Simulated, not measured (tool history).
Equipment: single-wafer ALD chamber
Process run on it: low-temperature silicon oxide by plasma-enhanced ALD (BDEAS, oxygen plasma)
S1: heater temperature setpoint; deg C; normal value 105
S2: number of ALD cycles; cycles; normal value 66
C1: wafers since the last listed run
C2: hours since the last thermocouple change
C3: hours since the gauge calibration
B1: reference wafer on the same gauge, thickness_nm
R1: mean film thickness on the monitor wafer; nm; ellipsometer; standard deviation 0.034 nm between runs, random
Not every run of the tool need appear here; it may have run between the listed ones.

{"run": 1, "hour": 0.0, "S1": 105, "S2": 66, "C1": 0, "C2": 178.2, "C3": 784.5, "B1": 8.498, "R1": 8.745}
{"run": 2, "hour": 274.2, "S1": 105, "S2": 66, "C1": 1072, "C2": 452.4, "C3": 1058.7, "B1": 8.482, "R1": 8.718}
{"run": 3, "hour": 348.8, "S1": 105, "S2": 66, "C1": 291, "C2": 527.0, "C3": 1133.3, "B1": 8.491, "R1": 8.67}
{"run": 4, "hour": 403.8, "S1": 105, "S2": 66, "C1": 215, "C2": 582.0, "C3": 1188.3, "B1": 8.475, "R1": 8.641}
{"hour": 442.8, "done": "gauge calibrated"}
{"run": 5, "hour": 461.9, "S1": 105, "S2": 66, "C1": 227, "C2": 640.1, "C3": 19.1, "B1": 8.493, "R1": 8.689}
{"run": 6, "hour": 526.2, "S1": 105, "S2": 66, "C1": 251, "C2": 704.4, "C3": 83.4, "B1": 8.467, "R1": 8.646}
{"run": 7, "hour": 572.0, "S1": 105, "S2": 66, "C1": 179, "C2": 750.2, "C3": 129.2, "B1": 8.489, "R1": 8.731}
{"run": 8, "hour": 641.5, "S1": 105, "S2": 66, "C1": 271, "C2": 819.7, "C3": 198.7, "B1": 8.509, "R1": 8.658}
{"run": 9, "hour": 689.4, "S1": 91, "S2": 77, "C1": 187, "C2": 867.6, "C3": 246.6, "B1": 8.481, "R1": 10.614}
{"run": 10, "hour": 754.0, "S1": 105, "S2": 66, "C1": 252, "C2": 932.2, "C3": 311.2, "B1": 8.49, "R1": 8.645}
{"hour": 789.0, "done": "thermocouple changed; heater temperature recalibrated"}
{"run": 11, "hour": 1075.1, "S1": 112, "S2": 62, "C1": 1225, "C2": 286.1, "C3": 632.3, "B1": 8.491, "R1": 8.033}
{"run": 12, "hour": 1125.1, "S1": 94, "S2": 57, "C1": 195, "C2": 336.1, "C3": 682.3, "B1": 8.476, "R1": 7.753}
{"run": 13, "hour": 1177.6, "S1": 114, "S2": 60, "C1": 205, "C2": 388.6, "C3": 734.8, "B1": 8.508, "R1": 7.735}
{"run": 14, "hour": 1232.8, "S1": 105, "S2": 70, "C1": 216, "C2": 443.8, "C3": 790.0, "B1": 8.505, "R1": 9.208}
{"run": 15, "hour": 1294.7, "S1": 105, "S2": 66, "C1": 242, "C2": 505.7, "C3": 851.9, "B1": 8.489, "R1": 8.707}

5 options for the next run, each taken on its own from the tool as it stands now. Forecast them:
{"run": "A", "hour": 1295.2, "S1": 105, "S2": 59, "C1": 1, "C2": 506.2, "C3": 852.4, "B1": "?", "R1": "?"}
{"run": "B", "hour": 1295.2, "S1": 99, "S2": 70, "C1": 1, "C2": 506.2, "C3": 852.4, "B1": "?", "R1": "?"}
{"run": "C", "hour": 1295.2, "S1": 92, "S2": 63, "C1": 1, "C2": 506.2, "C3": 852.4, "B1": "?", "R1": "?"}
{"run": "D", "hour": 1295.2, "S1": 111, "S2": 70, "C1": 1, "C2": 506.2, "C3": 852.4, "B1": "?", "R1": "?"}
{"run": "E", "hour": 1295.2, "S1": 100, "S2": 73, "C1": 1, "C2": 506.2, "C3": 852.4, "B1": "?", "R1": "?"}

run=A B1=8.487 R1=7.715
run=B B1=8.487 R1=9.298
run=C B1=8.487 R1=8.607
run=D B1=8.487 R1=9.039
run=E B1=8.487 R1=9.656
The same runs, with their run-to-run variation unchanged, on a tool lacking any hidden condition would have given:
run=A R1=7.715
run=B R1=9.298
run=C R1=8.607
run=D R1=9.039
run=E R1=9.656

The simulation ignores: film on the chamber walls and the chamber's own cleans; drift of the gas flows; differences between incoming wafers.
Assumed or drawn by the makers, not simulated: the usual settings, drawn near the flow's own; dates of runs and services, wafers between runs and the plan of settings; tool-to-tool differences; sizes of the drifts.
